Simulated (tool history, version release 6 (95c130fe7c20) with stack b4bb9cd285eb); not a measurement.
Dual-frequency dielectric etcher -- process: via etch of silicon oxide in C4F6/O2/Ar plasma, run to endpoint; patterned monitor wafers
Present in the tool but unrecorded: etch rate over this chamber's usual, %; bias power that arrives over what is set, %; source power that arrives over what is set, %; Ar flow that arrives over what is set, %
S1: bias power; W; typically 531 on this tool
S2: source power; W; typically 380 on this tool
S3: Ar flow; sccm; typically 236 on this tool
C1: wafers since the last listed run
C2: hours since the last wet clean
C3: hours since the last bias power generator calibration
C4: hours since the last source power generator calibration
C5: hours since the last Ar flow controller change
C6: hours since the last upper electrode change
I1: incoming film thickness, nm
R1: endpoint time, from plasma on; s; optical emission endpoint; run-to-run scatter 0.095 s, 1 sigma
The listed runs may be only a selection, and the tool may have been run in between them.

run,hour,S1,S2,S3,C1,C2,C3,C4,C5,C6,I1,R1
1,0,531,380,236,0,524.9,3212.1,3773.4,5980.9,4861.6,107.2,24.2
# hour 30.6: wet clean of the chamber
2,31.1,531,380,236,113,0.5,3243.2,3804.5,6012,4892.7,106.4,22.9
3,47.3,531,380,236,259,16.7,3259.4,3820.7,6028.2,4908.9,107.1,23
4,76.6,531,380,236,468,46,3288.7,3850,6057.5,4938.2,107.2,22.9
5,89.6,468,380,202,207,59,3301.7,3863,6070.5,4951.2,106.5,23.5
6,112.7,531,350,223,369,82.1,3324.8,3886.1,6093.6,4974.3,107.4,23.6
7,124.7,531,380,236,191,94.1,3336.8,3898.1,6105.6,4986.3,107.8,23.3
8,153.8,531,380,236,465,123.2,3365.9,3927.2,6134.7,5015.4,107.9,23.5
9,167.5,531,380,236,219,136.9,3379.6,3940.9,6148.4,5029.1,106.8,23
10,189.6,531,380,236,353,159,3401.7,3963,6170.5,5051.2,107,23.2
11,214.4,417,320,212,396,183.8,3426.5,3987.8,6195.3,5076,107.4,26.2
# hour 238.1: Ar flow controller replaced
12,244.7,589,340,236,388,214.1,3456.8,4018.1,6.6,5106.3,107.4,23.5
13,259.7,531,380,236,239,229.1,3471.8,4033.1,21.6,5121.3,107.9,23.4
14,287.2,643,340,215,439,256.6,3499.3,4060.6,49.1,5148.8,106.4,22.5
15,365.8,608,380,253,1256,335.2,3577.9,4139.2,127.7,5227.4,106.4,22.7
16,385,422,310,236,307,354.4,3597.1,4158.4,146.9,5246.6,107.1,26.9
# hour 398.5: source power generator calibrated
17,401.9,618,420,282,206,371.3,3614,3.4,163.8,5263.5,107.2,22.2
18,426.3,531,380,236,390,395.7,3638.4,27.8,188.2,5287.9,107.2,23.7
19,459.2,472,280,271,526,428.6,3671.3,60.7,221.1,5320.8,107.5,27.5
# hour 480.1: bias power generator calibrated
20,481.6,531,380,236,294,451,1.5,83.1,243.5,5343.2,106.8,23.9
# hour 510.6: wet clean of the chamber
# hour 525.6: upper electrode replaced
21,526.1,531,440,212,87,15.5,46,127.6,288,0.5,107.9,21.8
22,537.5,572,380,288,182,26.9,57.4,139,299.4,11.9,108,23.1
23,549.9,531,380,236,198,39.3,69.8,151.4,311.8,24.3,106.8,23
24,582.7,531,380,236,524,72.1,102.6,184.2,344.6,57.1,107.9,23.4
25,598.1,531,380,236,246,87.5,118,199.6,360,72.5,107.2,23.3
26,646.9,531,460,236,780,136.3,166.8,248.4,408.8,121.3,106.9,21.8
27,676.3,531,450,220,470,165.7,196.2,277.8,438.2,150.7,106.2,21.7
28,710.8,487,350,236,551,200.2,230.7,312.3,472.7,185.2,107.2,24.7
29,729.2,451,380,188,294,218.6,249.1,330.7,491.1,203.6,108,24.5

Alternative continuations, all from the tool just after run 29; predict every row:
A,729.6,531,280,236,6,219,249.5,331.1,491.5,204,107.5,?
B,729.6,568,430,188,6,219,249.5,331.1,491.5,204,107.5,?
C,729.6,659,280,280,6,219,249.5,331.1,491.5,204,107.5,?
D,729.6,627,470,236,6,219,249.5,331.1,491.5,204,107.5,?

run,R1
A,25.9
B,21.7
C,24.5
D,20.9
Had the tool no hidden state, the same runs would have come out as:
run,R1
A,25.4
B,21.3
C,24
D,20.5

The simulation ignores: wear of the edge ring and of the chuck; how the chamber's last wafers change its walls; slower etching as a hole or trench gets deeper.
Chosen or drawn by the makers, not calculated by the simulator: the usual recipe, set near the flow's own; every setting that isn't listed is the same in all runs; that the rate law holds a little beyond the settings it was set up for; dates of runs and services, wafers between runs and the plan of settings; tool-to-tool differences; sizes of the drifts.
